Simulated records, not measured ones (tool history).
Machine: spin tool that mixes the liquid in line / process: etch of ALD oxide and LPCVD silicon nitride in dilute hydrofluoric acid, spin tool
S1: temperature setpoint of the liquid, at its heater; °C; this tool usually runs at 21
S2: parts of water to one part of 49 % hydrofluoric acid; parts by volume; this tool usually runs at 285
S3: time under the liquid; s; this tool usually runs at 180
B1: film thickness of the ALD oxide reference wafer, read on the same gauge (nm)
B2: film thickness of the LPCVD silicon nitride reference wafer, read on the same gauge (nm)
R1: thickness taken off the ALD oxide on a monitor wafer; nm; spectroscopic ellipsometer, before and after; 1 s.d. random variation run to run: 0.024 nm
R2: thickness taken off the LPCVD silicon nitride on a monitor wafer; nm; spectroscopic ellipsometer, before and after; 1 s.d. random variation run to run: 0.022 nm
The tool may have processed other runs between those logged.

{"run": 1, "hour": 0.0, "S1": 21, "S2": 285, "S3": 180, "B1": 50, "B2": 99.995, "R1": 6, "R2": 0.291}
{"run": 2, "hour": 105.0, "S1": 21, "S2": 385, "S3": 180, "B1": 50, "B2": 99.993, "R1": 4.07, "R2": 0.257}
{"run": 3, "hour": 204.3, "S1": 21, "S2": 285, "S3": 180, "B1": 50, "B2": 99.997, "R1": 6.03, "R2": 0.295}
{"run": 4, "hour": 245.9, "S1": 23.5, "S2": 250, "S3": 180, "B1": 50, "B2": 99.986, "R1": 7.81, "R2": 0.421}
{"hour": 292.0, "done": "hydrofluoric acid flow meter replaced"}
{"run": 5, "hour": 349.8, "S1": 23.5, "S2": 250, "S3": 180, "B1": 50.01, "B2": 99.996, "R1": 7.64, "R2": 0.408}
{"run": 6, "hour": 455.3, "S1": 17.5, "S2": 285, "S3": 180, "B1": 49.99, "B2": 99.994, "R1": 5.23, "R2": 0.272}
{"run": 7, "hour": 563.3, "S1": 17.5, "S2": 285, "S3": 180, "B1": 49.99, "B2": 99.988, "R1": 5.25, "R2": 0.197}
{"run": 8, "hour": 622.6, "S1": 17, "S2": 285, "S3": 180, "B1": 50, "B2": 99.986, "R1": 5.18, "R2": 0.218}
{"run": 9, "hour": 711.5, "S1": 17, "S2": 285, "S3": 180, "B1": 49.98, "B2": 100.021, "R1": 5.24, "R2": 0.235}
{"run": 10, "hour": 766.1, "S1": 21, "S2": 230, "S3": 180, "B1": 49.99, "B2": 99.994, "R1": 7.92, "R2": 0.305}
{"run": 11, "hour": 951.3, "S1": 21, "S2": 230, "S3": 180, "B1": 50.01, "B2": 99.964, "R1": 8.04, "R2": 0.395}
{"run": 12, "hour": 992.9, "S1": 21, "S2": 230, "S3": 180, "B1": 49.98, "B2": 100.013, "R1": 7.99, "R2": 0.376}
{"hour": 1007.3, "done": "hydrofluoric acid flow meter replaced"}
{"hour": 1031.6, "done": "thermometer replaced"}
{"run": 13, "hour": 1067.8, "S1": 21, "S2": 285, "S3": 180, "B1": 50, "B2": 99.993, "R1": 5.69, "R2": 0.276}
{"run": 14, "hour": 1104.5, "S1": 21, "S2": 285, "S3": 240, "B1": 50, "B2": 99.997, "R1": 7.64, "R2": 0.376}
{"run": 15, "hour": 1197.7, "S1": 19, "S2": 405, "S3": 225, "B1": 50.02, "B2": 99.985, "R1": 4.25, "R2": 0.216}
{"hour": 1216.4, "done": "gauge calibrated"}
{"run": 16, "hour": 1304.7, "S1": 21, "S2": 285, "S3": 180, "B1": 50.02, "B2": 99.998, "R1": 5.79, "R2": 0.307}
{"run": 17, "hour": 1385.2, "S1": 21, "S2": 285, "S3": 105, "B1": 50, "B2": 99.978, "R1": 3.41, "R2": 0.163}
{"run": 18, "hour": 1428.6, "S1": 21, "S2": 190, "S3": 180, "B1": 49.98, "B2": 100.003, "R1": 9.59, "R2": 0.382}
{"run": 19, "hour": 1501.2, "S1": 17.5, "S2": 410, "S3": 150, "B1": 50, "B2": 100.017, "R1": 2.68, "R2": 0.147}
{"run": 20, "hour": 1571.5, "S1": 18.5, "S2": 285, "S3": 180, "B1": 50, "B2": 99.987, "R1": 5.39, "R2": 0.286}
{"run": 21, "hour": 1783.7, "S1": 21, "S2": 285, "S3": 180, "B1": 49.98, "B2": 100.013, "R1": 5.96, "R2": 0.288}
{"hour": 1836.1, "done": "hydrofluoric acid flow meter replaced"}
{"run": 22, "hour": 1845.4, "S1": 23, "S2": 205, "S3": 135, "B1": 49.97, "B2": 100.009, "R1": 6.99, "R2": 0.316}
{"run": 23, "hour": 1890.1, "S1": 21, "S2": 345, "S3": 180, "B1": 49.99, "B2": 100.002, "R1": 4.57, "R2": 0.235}
{"run": 24, "hour": 1976.2, "S1": 25, "S2": 285, "S3": 180, "B1": 50, "B2": 100.026, "R1": 6.72, "R2": 0.407}
{"run": 25, "hour": 2027.6, "S1": 25, "S2": 285, "S3": 285, "B1": 50.01, "B2": 99.994, "R1": 10.67, "R2": 0.612}
{"run": 26, "hour": 2078.7, "S1": 21, "S2": 350, "S3": 180, "B1": 50, "B2": 100.006, "R1": 4.51, "R2": 0.249}

The tool's hidden state at each run:
gauge reads high (%): 0 across all the runs
H1: liquid hotter than its thermometer reads (K)
H2: hydrofluoric acid flow above the setpoint (%)
run=1 H1=0.884 H2=2.21
run=2 H1=0.943 H2=2.57
run=3 H1=0.998 H2=2.91
run=4 H1=1.02 H2=3.05
run=5 H1=1.08 H2=0.738
run=6 H1=1.14 H2=1.1
run=7 H1=1.2 H2=1.47
run=8 H1=1.23 H2=1.67
run=9 H1=1.28 H2=1.98
run=10 H1=1.31 H2=2.16
run=11 H1=1.42 H2=2.8
run=12 H1=1.44 H2=2.94
run=13 H1=0.176 H2=0.293
run=14 H1=0.196 H2=0.419
run=15 H1=0.248 H2=0.738
run=16 H1=0.308 H2=1.1
run=17 H1=0.354 H2=1.38
run=18 H1=0.378 H2=1.53
run=19 H1=0.419 H2=1.78
run=20 H1=0.458 H2=2.02
run=21 H1=0.577 H2=2.75
run=22 H1=0.612 H2=0.34
run=23 H1=0.637 H2=0.493
run=24 H1=0.685 H2=0.789
run=25 H1=0.714 H2=0.965
run=26 H1=0.742 H2=1.14

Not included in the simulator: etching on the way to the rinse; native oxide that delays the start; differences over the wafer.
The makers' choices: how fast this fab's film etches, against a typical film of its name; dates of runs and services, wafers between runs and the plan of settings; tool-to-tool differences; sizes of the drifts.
